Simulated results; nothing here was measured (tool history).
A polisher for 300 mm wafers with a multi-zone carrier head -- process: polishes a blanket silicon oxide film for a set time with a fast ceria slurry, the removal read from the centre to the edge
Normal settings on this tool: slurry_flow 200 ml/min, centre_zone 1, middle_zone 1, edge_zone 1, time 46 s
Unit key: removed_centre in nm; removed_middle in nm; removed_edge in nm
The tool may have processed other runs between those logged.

run	hour	slurry_flow	centre_zone	middle_zone	edge_zone	time	incoming thickness of the incoming film, nm	removed_centre	removed_middle	removed_edge
1	0	250	1	0.93	1	46	1553.2	597.9	517.4	525.6
2	14.7	200	1	1	1.06	46	1599.4	573.8	528.8	509.9
3	34.5	200	1	1	1.06	46	1570.7	572.7	524.8	515.3
# hour 47.9: worn pad replaced by a new one
# hour 53.7: centre zone pressure recalibrated
4	59.1	200	0.97	1	1	46	1577.7	481.7	524.5	508.8
# hour 80.5: edge zone pressure recalibrated
5	91.5	180	1.1	1	0.94	46	1587.3	532.8	506.8	487.3
# hour 111.8: slurry nozzle cleaned
6	116.4	250	1.03	1	1	46	1576.6	582.9	569.7	553.7
7	146	220	0.89	1	0.91	46	1592.1	485.2	570.3	520.3
8	163.6	200	1	1	1	46	1578	532.2	559.4	537.7
9	178.4	200	1	1	1	46	1599.8	547.4	559.9	526.6
10	197.3	200	1	1.06	1	46	1575.5	539.9	582.7	527.6
# hour 211.6: worn pad replaced by a new one
11	212.1	200	1	1.09	1	46	1568.4	541	587.3	542.1
12	226.2	200	0.89	1.09	1.05	38	1602.2	401.6	483	452.7
13	262.1	200	1.08	0.9	0.93	46	1565.8	562.8	512.2	514.3
14	276.2	200	0.89	1.08	1	32	1590.8	336.6	405.1	365.2
15	288.5	260	1	0.88	0.92	58	1592.8	719	651.2	654.8
16	316.5	270	0.91	1	1	46	1573.4	506.6	575.4	534.7
17	332.3	200	1	1	1	46	1574.7	542.4	548.5	528.9
18	364.3	200	1	1	1	46	1604.2	537.8	546.3	517.4
# hour 380.6: worn pad replaced by a new one
19	384.8	200	1	1	1	46	1559.4	542.8	555.6	521.8
20	418.4	200	1	1	1	46	1583.6	544.9	545.1	528.4
21	442	165	1	1	1	46	1585.5	531	525.1	510.1
22	467.8	200	0.96	1.12	1	46	1575.5	524.3	584.1	520.3

Measured minus without-hidden-state, run by run (identical run-to-run variation in each term; gauge scatter may differ):
Hidden state at play: removal rate lost through wear of the pad, %; slurry flow missing at the pad, %; deviation of the centre zone's pressure from its setpoint, %; deviation of the edge zone's pressure from its setpoint, %.
run	removed_centre	removed_middle	removed_edge
1	+37.9	-27.7	-20.4
2	+29.6	-35	-24
3	+29	-36.1	-25.2
4	-45	-37.4	-26.1
5	-54.9	-41.7	-28.5
6	-6.9	-2.6	-2
7	-5.5	-3.9	-2.6
8	-6.2	-4.8	-3.4
9	-6.2	-5.3	-3.8
10	-5.9	-6.3	-4.3
11	-5.7	-7	-4.7
12	-4.1	-6.2	-4.3
13	-5.5	-7.9	-5.9
14	-3.2	-6.6	-4.4
15	-4.1	-9.2	-6.8
16	-2.1	-8.8	-6.1
17	-4.9	-11.4	-8.1
18	-4.8	-12.7	-8.8
19	-4.8	-13.9	-9.5
20	-4.7	-15.1	-10.7
21	-7.5	-18.2	-12.7
22	-4.5	-18.7	-12.1

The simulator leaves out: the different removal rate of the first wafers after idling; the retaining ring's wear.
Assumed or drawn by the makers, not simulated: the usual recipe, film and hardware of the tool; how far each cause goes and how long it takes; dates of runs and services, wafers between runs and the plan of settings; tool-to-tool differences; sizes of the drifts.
